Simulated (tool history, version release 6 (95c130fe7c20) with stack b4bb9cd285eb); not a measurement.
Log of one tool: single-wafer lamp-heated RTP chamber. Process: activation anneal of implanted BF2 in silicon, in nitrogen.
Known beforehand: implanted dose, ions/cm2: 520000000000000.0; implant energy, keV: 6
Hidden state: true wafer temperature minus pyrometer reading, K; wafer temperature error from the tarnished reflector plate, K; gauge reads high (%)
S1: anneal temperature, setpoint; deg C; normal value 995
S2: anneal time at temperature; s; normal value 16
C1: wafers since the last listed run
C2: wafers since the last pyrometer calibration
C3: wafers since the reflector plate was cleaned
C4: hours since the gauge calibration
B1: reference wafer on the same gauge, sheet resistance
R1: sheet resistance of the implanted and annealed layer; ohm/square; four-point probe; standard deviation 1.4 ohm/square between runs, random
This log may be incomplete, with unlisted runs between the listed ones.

run,hour,S1,S2,C1,C2,C3,C4,B1,R1
1,0.0,982,16,0,5560,4457,227.7,332.22,390.30
2,6.2,982,16,60,5621,4517,233.9,332.35,389.44
3,17.5,995,16,109,5730,4627,245.2,331.62,365.57
4,27.3,1006,16,95,5826,4722,255.0,332.00,349.48
5,44.5,1006,16,167,5993,4889,272.2,332.18,348.85
6,52.4,995,21,76,6069,4966,280.1,332.18,351.34
7,63.0,988,16,102,6172,5069,290.7,332.08,378.69
8,75.9,995,16,125,6298,5194,303.6,332.05,365.60
9,116.6,995,16,395,6693,5590,344.3,332.12,363.57
10,125.0,995,16,81,6774,5671,352.7,331.54,363.88
11,140.1,995,16,146,6921,5818,367.8,332.01,365.94
12,157.2,995,16,166,7087,5984,384.9,331.61,364.96
13,174.1,995,16,164,7251,6148,401.8,331.47,362.04
14,180.4,980,9,61,7313,6209,408.1,332.04,441.27
# hour 198.2: pyrometer window cleaned and pyrometer calibrated
15,198.7,980,9,100,4,6309,426.4,332.19,442.34
16,212.8,995,8,136,141,6446,440.5,332.51,406.10
17,223.8,995,8,106,248,6553,451.5,332.01,405.79
18,237.7,1006,16,135,383,6688,465.4,332.07,349.27
19,255.3,985,9,170,554,6859,483.0,331.69,424.35
20,263.9,1016,21,83,637,6943,491.6,331.92,326.33
# hour 281.8: reflector plate cleaned
21,299.2,995,8,265,902,168,526.9,332.07,427.17
22,307.8,995,21,83,986,252,535.5,331.86,361.69
# hour 319.2: gauge calibrated
23,325.2,995,7,169,1155,421,6.0,332.20,433.46
24,339.9,1016,21,142,1298,563,20.7,332.47,333.65
25,353.9,984,24,135,1434,699,34.7,331.89,374.77
26,369.7,984,11,153,1587,853,50.5,332.03,428.64
27,386.9,1025,12,167,1754,1020,67.7,331.98,342.96
28,393.5,995,16,64,1818,1084,74.3,332.47,373.51
29,409.3,1004,24,153,1972,1237,90.1,332.11,342.89
30,426.6,1023,16,168,2140,1405,107.4,332.02,333.15
31,439.9,981,20,129,2269,1535,120.7,331.65,387.27
32,451.4,982,13,111,2381,1646,132.2,331.67,413.16
33,460.6,995,16,89,2470,1736,141.4,332.03,371.25
34,472.3,987,20,113,2584,1849,153.1,332.18,373.82
35,483.3,995,16,106,2691,1956,164.1,331.76,370.17
36,495.8,995,16,121,2812,2078,176.6,331.87,368.53
37,511.0,1017,20,147,2960,2225,191.8,331.90,327.00
38,518.5,1017,7,72,3033,2298,199.3,332.02,376.51

Take each entry between the runs: how does the hidden state at the last listed run before it differ from the hidden state at the first listed run after it?
From run 14 to run 15: pyrometer window cleaned and pyrometer calibrated (hour 198.2)
  wafer temperature error from the tarnished reflector plate, K: 8.45 -> 8.49
  difference, measured minus the result without the unlogged condition, R1: -32.09 -> -32.33 ohm/square
From run 20 to run 21: reflector plate cleaned (hour 281.8)
  wafer temperature error from the tarnished reflector plate, K: 8.62 -> 1.25
  difference, measured minus the result without the unlogged condition, R1: -11.76 -> -3.70 ohm/square
From run 22 to run 23: gauge calibrated (hour 319.2)
  wafer temperature error from the tarnished reflector plate, K: 1.53 -> 2.07
  difference, measured minus the result without the unlogged condition, R1: -2.53 -> -6.24 ohm/square
